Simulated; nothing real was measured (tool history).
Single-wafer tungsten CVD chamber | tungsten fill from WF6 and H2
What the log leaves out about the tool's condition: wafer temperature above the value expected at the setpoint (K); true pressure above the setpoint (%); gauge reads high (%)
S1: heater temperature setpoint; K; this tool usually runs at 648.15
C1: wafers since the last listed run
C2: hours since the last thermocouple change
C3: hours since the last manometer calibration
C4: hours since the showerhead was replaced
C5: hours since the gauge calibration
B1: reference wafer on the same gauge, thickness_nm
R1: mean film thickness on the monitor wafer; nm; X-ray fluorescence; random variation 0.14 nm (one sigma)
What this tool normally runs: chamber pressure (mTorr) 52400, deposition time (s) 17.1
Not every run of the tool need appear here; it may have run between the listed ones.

run 1 hour=0 | S1=648.15 chamber_pressure_(mTorr)=44400 deposition_time_(s)=17.1 | C1=0 C2=2461 C3=733.4 C4=4091.6 C5=128.7 | B1=41.86 | R1=32.411
run 2 hour=12.5 | S1=648.15 chamber_pressure_(mTorr)=44400 deposition_time_(s)=17.1 | C1=413 C2=2473.5 C3=745.9 C4=4104.1 C5=141.2 | B1=41.835 | R1=32.295
run 3 hour=38.2 | S1=648.15 chamber_pressure_(mTorr)=52400 deposition_time_(s)=17.1 | C1=850 C2=2499.2 C3=771.6 C4=4129.8 C5=166.9 | B1=41.886 | R1=34.93
run 4 hour=62 | S1=648.15 chamber_pressure_(mTorr)=52400 deposition_time_(s)=19.5 | C1=787 C2=2523 C3=795.4 C4=4153.6 C5=190.7 | B1=41.875 | R1=39.719
run 5 hour=76.3 | S1=648.15 chamber_pressure_(mTorr)=52400 deposition_time_(s)=17.1 | C1=473 C2=2537.3 C3=809.7 C4=4167.9 C5=205 | B1=41.886 | R1=34.66
run 6 hour=107.7 | S1=648.15 chamber_pressure_(mTorr)=52400 deposition_time_(s)=17.1 | C1=1039 C2=2568.7 C3=841.1 C4=4199.3 C5=236.4 | B1=41.86 | R1=34.92
-- hour=138.2 gauge calibrated
run 7 hour=170.2 | S1=648.15 chamber_pressure_(mTorr)=52400 deposition_time_(s)=17.1 | C1=2068 C2=2631.2 C3=903.6 C4=4261.8 C5=32 | B1=41.85 | R1=34.611
-- hour=186.7 showerhead replaced, of another model than before
-- hour=215.5 capacitance manometer re-zeroed and calibrated
run 8 hour=220.4 | S1=648.15 chamber_pressure_(mTorr)=52400 deposition_time_(s)=15 | C1=1132 C2=2681.4 C3=4.9 C4=33.7 C5=82.2 | B1=41.894 | R1=30.064
run 9 hour=236.7 | S1=648.15 chamber_pressure_(mTorr)=61200 deposition_time_(s)=17.1 | C1=539 C2=2697.7 C3=21.2 C4=50 C5=98.5 | B1=41.895 | R1=38.261
-- hour=258.9 thermocouple changed; heater temperature recalibrated
run 10 hour=259.9 | S1=648.15 chamber_pressure_(mTorr)=52400 deposition_time_(s)=19.1 | C1=503 C2=1 C3=44.4 C4=73.2 C5=121.7 | B1=41.837 | R1=43.222
run 11 hour=278 | S1=648.15 chamber_pressure_(mTorr)=64200 deposition_time_(s)=15.5 | C1=599 C2=19.1 C3=62.5 C4=91.3 C5=139.8 | B1=41.83 | R1=40.37
run 12 hour=311.3 | S1=648.15 chamber_pressure_(mTorr)=52400 deposition_time_(s)=17.1 | C1=1102 C2=52.4 C3=95.8 C4=124.6 C5=173.1 | B1=41.838 | R1=38.323
run 13 hour=328.7 | S1=655.15 chamber_pressure_(mTorr)=46800 deposition_time_(s)=17.1 | C1=575 C2=69.8 C3=113.2 C4=142 C5=190.5 | B1=41.844 | R1=40.895
run 14 hour=360.6 | S1=648.15 chamber_pressure_(mTorr)=52400 deposition_time_(s)=17.1 | C1=1055 C2=101.7 C3=145.1 C4=173.9 C5=222.4 | B1=41.947 | R1=38.606

5 ways to go on from here, each from the tool as it stands after run 14. What would each give?
run A hour=361 | S1=648.15 chamber_pressure_(mTorr)=52400 deposition_time_(s)=15.1 | C1=13 C2=102.1 C3=145.5 C4=174.3 C5=222.8 | B1=? | R1=?
run B hour=361 | S1=663.15 chamber_pressure_(mTorr)=42300 deposition_time_(s)=17.1 | C1=13 C2=102.1 C3=145.5 C4=174.3 C5=222.8 | B1=? | R1=?
run C hour=361 | S1=648.15 chamber_pressure_(mTorr)=46100 deposition_time_(s)=17.1 | C1=13 C2=102.1 C3=145.5 C4=174.3 C5=222.8 | B1=? | R1=?
run D hour=361 | S1=648.15 chamber_pressure_(mTorr)=39900 deposition_time_(s)=16.2 | C1=13 C2=102.1 C3=145.5 C4=174.3 C5=222.8 | B1=? | R1=?
run E hour=361 | S1=648.15 chamber_pressure_(mTorr)=39400 deposition_time_(s)=14.1 | C1=13 C2=102.1 C3=145.5 C4=174.3 C5=222.8 | B1=? | R1=?

run=A B1=41.932 R1=33.821
run=B B1=41.932 R1=43.74
run=C B1=41.932 R1=34.371
run=D B1=41.932 R1=28.177
run=E B1=41.932 R1=24.167
With the hidden condition removed and each run's random variation left untouched, the same runs would have given:
run=A R1=33.879
run=B R1=43.809
run=C R1=34.43
run=D R1=28.226
run=E R1=24.208
